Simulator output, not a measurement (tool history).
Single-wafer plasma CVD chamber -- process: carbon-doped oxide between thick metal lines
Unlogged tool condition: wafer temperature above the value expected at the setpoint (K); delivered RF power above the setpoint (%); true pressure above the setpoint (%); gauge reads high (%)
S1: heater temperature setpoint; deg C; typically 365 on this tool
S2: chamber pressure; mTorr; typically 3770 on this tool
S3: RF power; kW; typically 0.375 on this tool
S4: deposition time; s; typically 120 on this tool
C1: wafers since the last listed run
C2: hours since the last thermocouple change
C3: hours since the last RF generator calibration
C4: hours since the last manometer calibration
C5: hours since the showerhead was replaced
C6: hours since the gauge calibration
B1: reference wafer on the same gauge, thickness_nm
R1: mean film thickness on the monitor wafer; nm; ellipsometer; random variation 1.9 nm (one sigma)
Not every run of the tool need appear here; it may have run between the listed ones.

| run | hour | S1 | S2 | S3 | S4 | C1 | C2 | C3 | C4 | C5 | C6 | B1 | R1 |
|---|---|---|---|---|---|---|---|---|---|---|---|---|---|
| 1 | 0 | 358 | 3770 | 0.375 | 120 | 0 | 2177 | 1592.3 | 1651.6 | 4880.9 | 653.9 | 499.898 | 445.781 |
| 2 | 28 | 358 | 3770 | 0.375 | 120 | 295 | 2205 | 1620.3 | 1679.6 | 4908.9 | 681.9 | 499.568 | 447.453 |
| 3 | 50.7 | 365 | 3770 | 0.375 | 120 | 239 | 2227.7 | 1643 | 1702.3 | 4931.6 | 704.6 | 500.051 | 440.505 |
| 4 | 64.6 | 365 | 3770 | 0.375 | 120 | 146 | 2241.6 | 1656.9 | 1716.2 | 4945.5 | 718.5 | 499.614 | 440.028 |
| 5 | 90.8 | 365 | 3770 | 0.375 | 120 | 276 | 2267.8 | 1683.1 | 1742.4 | 4971.7 | 744.7 | 499.551 | 439.968 |
| 6 | 165.1 | 365 | 3770 | 0.375 | 120 | 784 | 2342.1 | 1757.4 | 1816.7 | 5046 | 819 | 499.792 | 441.329 |
| 7 | 196.5 | 365 | 3770 | 0.375 | 120 | 331 | 2373.5 | 1788.8 | 1848.1 | 5077.4 | 850.4 | 499.457 | 437.555 |
| 8 | 213.4 | 365 | 3770 | 0.375 | 120 | 178 | 2390.4 | 1805.7 | 1865 | 5094.3 | 867.3 | 500.127 | 440.093 |
| 9 | 299 | 365 | 4120 | 0.375 | 120 | 903 | 2476 | 1891.3 | 1950.6 | 5179.9 | 952.9 | 499.928 | 448.854 |
|  | 319.1 | RF generator calibrated |
| 10 | 319.6 | 365 | 4120 | 0.375 | 120 | 132 | 2496.6 | 0.5 | 1971.2 | 5200.5 | 973.5 | 499.646 | 466.84 |
|  | 333.4 | thermocouple changed; heater temperature recalibrated |
| 11 | 333.7 | 365 | 4120 | 0.375 | 120 | 64 | 0.3 | 14.6 | 1985.3 | 5214.6 | 987.6 | 500.869 | 470.861 |
|  | 348.1 | showerhead replaced, of another model than before |
|  | 348.6 | gauge calibrated |
| 12 | 350.8 | 365 | 3770 | 0.375 | 120 | 96 | 17.4 | 31.7 | 2002.4 | 2.7 | 2.2 | 500.453 | 459.292 |
| 13 | 371.2 | 365 | 4120 | 0.375 | 120 | 215 | 37.8 | 52.1 | 2022.8 | 23.1 | 22.6 | 499.49 | 459.222 |
| 14 | 393.9 | 372 | 3420 | 0.41 | 120 | 239 | 60.5 | 74.8 | 2045.5 | 45.8 | 45.3 | 500.4 | 479.28 |
| 15 | 420.7 | 359 | 3770 | 0.375 | 120 | 282 | 87.3 | 101.6 | 2072.3 | 72.6 | 72.1 | 499.726 | 456.774 |
| 16 | 456.3 | 365 | 3770 | 0.42 | 120 | 375 | 122.9 | 137.2 | 2107.9 | 108.2 | 107.7 | 500.397 | 500.871 |
|  | 472.2 | capacitance manometer re-zeroed and calibrated |
| 17 | 477.6 | 365 | 3770 | 0.375 | 120 | 140 | 144.2 | 158.5 | 5.4 | 129.5 | 129 | 500.279 | 454.851 |
| 18 | 492.7 | 357 | 3770 | 0.42 | 120 | 159 | 159.3 | 173.6 | 20.5 | 144.6 | 144.1 | 500.475 | 507.544 |
| 19 | 528.9 | 365 | 3770 | 0.375 | 120 | 381 | 195.5 | 209.8 | 56.7 | 180.8 | 180.3 | 500.284 | 448.895 |
| 20 | 542.3 | 365 | 4430 | 0.375 | 120 | 141 | 208.9 | 223.2 | 70.1 | 194.2 | 193.7 | 500.235 | 460.863 |
| 21 | 573.8 | 365 | 3770 | 0.405 | 120 | 332 | 240.4 | 254.7 | 101.6 | 225.7 | 225.2 | 499.992 | 477.532 |
| 22 | 586.2 | 378 | 2860 | 0.445 | 120 | 130 | 252.8 | 267.1 | 114 | 238.1 | 237.6 | 500.767 | 491.864 |
| 23 | 605.2 | 370 | 3770 | 0.31 | 139 | 200 | 271.8 | 286.1 | 133 | 257.1 | 256.6 | 500.971 | 426.811 |
| 24 | 625.2 | 365 | 3770 | 0.375 | 138 | 211 | 291.8 | 306.1 | 153 | 277.1 | 276.6 | 500.231 | 509.421 |
| 25 | 658.6 | 371 | 4180 | 0.375 | 141 | 352 | 325.2 | 339.5 | 186.4 | 310.5 | 310 | 500 | 520.151 |
| 26 | 678.1 | 365 | 3770 | 0.375 | 109 | 205 | 344.7 | 359 | 205.9 | 330 | 329.5 | 499.394 | 405.178 |

Predict the results of run 27:
| 27 | 707.8 | 357 | 4470 | 0.375 | 136 | 313 | 374.4 | 388.7 | 235.6 | 359.7 | 359.2 | ? | ? |

Run 27 yielded B1 499.765, R1 518.929 nm.
With no hidden state in the tool, this same run would have given R1 543.17 nm.

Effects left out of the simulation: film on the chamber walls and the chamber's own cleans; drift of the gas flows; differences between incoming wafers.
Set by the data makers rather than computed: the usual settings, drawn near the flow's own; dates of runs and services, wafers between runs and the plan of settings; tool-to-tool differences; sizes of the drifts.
